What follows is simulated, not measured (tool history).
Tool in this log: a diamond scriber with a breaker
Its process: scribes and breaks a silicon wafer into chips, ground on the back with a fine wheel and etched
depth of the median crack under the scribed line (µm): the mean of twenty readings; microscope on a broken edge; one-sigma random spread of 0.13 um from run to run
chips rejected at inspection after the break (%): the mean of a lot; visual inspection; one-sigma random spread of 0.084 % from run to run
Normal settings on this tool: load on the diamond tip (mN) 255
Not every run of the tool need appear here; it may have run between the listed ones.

run,hour,load on the diamond tip (mN),"incoming depth of the damage left on the back of the incoming wafer, um",depth of the median crack under the scribed line (µm),chips rejected at inspection after the break (%)
1,0,255,0.44,12.38,1.65
2,103.7,255,0.76,12.29,1.7
3,148.8,255,0.62,12.28,1.71
4,218.3,285,0.71,13.88,4.06
5,320.5,285,0.42,13.81,4.27
6,379.8,285,0.41,13.93,3.83
7,425.4,255,0.53,11.95,1.67
8,502.7,255,0.47,12.19,1.75
9,543,290,0.46,13.94,5.34
10,580.6,255,0.56,12.27,1.6
# hour 634.7: load on the tip recalibrated
# hour 679.1: diamond tip replaced by a new one
11,682.8,285,0.69,13.96,4.18
12,788.7,302,0.61,14.57,7.1
13,884.7,308,0.67,14.69,8.96
14,1106,284,0.74,13.93,3.95
15,1366.7,276,0.32,13.42,2.81
16,1410.5,255,0.78,12.17,1.68
17,1452.5,282,0.48,13.49,3.59

Alternative continuations, all from the tool just after run 17; predict every row:
A,1453.2,255,0.74,?,?
B,1453.2,291,0.74,?,?
C,1453.2,280,0.74,?,?
D,1453.2,223,0.74,?,?
E,1453.2,185,0.74,?,?

run,depth of the median crack under the scribed line (µm),chips rejected at inspection after the break (%)
A,12.38,1.8
B,14.24,5.48
C,13.68,3.7
D,10.6,6.32
E,8.27,28.77
Take away the tool's hidden state, keep each run's random variation, and the runs would have read:
run,depth of the median crack under the scribed line (µm),chips rejected at inspection after the break (%)
A,12.38,1.8
B,14.24,5.48
C,13.68,3.7
D,10.6,6.32
E,8.27,28.77
